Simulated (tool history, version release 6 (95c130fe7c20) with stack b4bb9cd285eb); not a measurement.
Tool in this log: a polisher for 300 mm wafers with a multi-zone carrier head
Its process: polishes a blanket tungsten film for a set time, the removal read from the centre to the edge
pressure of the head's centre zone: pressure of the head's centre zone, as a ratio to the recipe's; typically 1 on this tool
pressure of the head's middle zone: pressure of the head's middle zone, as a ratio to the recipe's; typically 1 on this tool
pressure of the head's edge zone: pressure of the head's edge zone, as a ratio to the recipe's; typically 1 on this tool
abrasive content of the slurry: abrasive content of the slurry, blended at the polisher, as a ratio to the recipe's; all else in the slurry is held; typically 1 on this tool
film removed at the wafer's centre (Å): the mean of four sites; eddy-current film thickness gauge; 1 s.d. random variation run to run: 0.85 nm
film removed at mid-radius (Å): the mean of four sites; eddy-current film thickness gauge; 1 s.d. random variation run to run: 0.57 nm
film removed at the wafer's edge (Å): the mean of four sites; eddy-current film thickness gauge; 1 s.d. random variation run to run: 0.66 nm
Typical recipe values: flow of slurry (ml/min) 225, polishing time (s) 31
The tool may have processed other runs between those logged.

run	hour	flow of slurry (ml/min)	pressure of the head's centre zone	pressure of the head's middle zone	pressure of the head's edge zone	abrasive content of the slurry	polishing time (s)	incoming thickness of the incoming film, nm	film removed at the wafer's centre (Å)	film removed at mid-radius (Å)	film removed at the wafer's edge (Å)
1	0	225	1	1	1	1	31	1475.4	827	824	864
2	34.1	225	1	0.91	1.12	0.7	31	1490.6	695	679	795
# hour 50.6: slurry nozzle cleaned
3	59.8	225	1	0.89	1	1.3	35	1471.5	1089	1000	1079
4	92.1	155	0.96	0.88	1	1	31	1477.8	791	766	854
# hour 102.5: worn pad replaced by a new one
5	116	225	1	0.91	1	1	31	1454.7	885	840	905
6	131.4	225	1	1	1	1	31	1450.2	887	887	896
7	157.7	290	1	1.05	1	0.7	31	1481.7	832	866	842
8	187.5	275	1	1	1.11	1	38	1471.5	1110	1102	1167
9	204.3	225	0.9	0.93	1	1	31	1454.2	774	819	882
10	220.5	300	0.92	1	1	1.25	23	1449.1	642	706	723
11	250.9	225	1	1.09	1	1	31	1478.5	827	871	858
# hour 263.4: slurry nozzle cleaned
12	266.4	180	1	1	1.05	1	31	1442	858	853	895
13	287	165	1.08	1	1	1	31	1456	896	844	873
14	312.7	245	1.04	1	1	1	31	1480.6	946	901	909
15	330.4	225	1	1	1	1	31	1452	874	881	907
# hour 345.5: worn pad replaced by a new one
16	346	225	1	1	1	1	31	1470.3	890	875	891
17	424.6	225	1	1	1	0.75	31	1489.2	781	783	803
18	436.7	245	1	1	0.93	0.9	31	1458.1	823	832	815
19	449.9	225	1	1	1	1	26	1442.5	689	699	723
20	483	225	1	1	1	1	35	1448.7	891	908	939
21	503.6	225	0.91	1.06	0.92	1	26	1475.6	575	673	650
# hour 514.3: slurry nozzle cleaned
22	528.3	295	1	1	1	1	31	1438.9	932	920	931

Forecast each of these 4 alternatives for the next run:
A	528.7	225	0.93	1	1	1	31	1479	?	?	?
B	528.7	185	1.06	1	1.05	1.3	31	1479	?	?	?
C	528.7	300	1.09	1	1	1.15	31	1479	?	?	?
D	528.7	155	0.89	1	0.95	1	24	1479	?	?	?

run	film removed at the wafer's centre (Å)	film removed at mid-radius (Å)	film removed at the wafer's edge (Å)
A	825	883	904
B	972	915	968
C	1044	948	963
D	566	639	650
Without the tool's unlogged condition, the same runs would have read:
run	film removed at the wafer's centre (Å)	film removed at mid-radius (Å)	film removed at the wafer's edge (Å)
A	828	886	906
B	977	919	971
C	1047	950	965
D	569	642	652
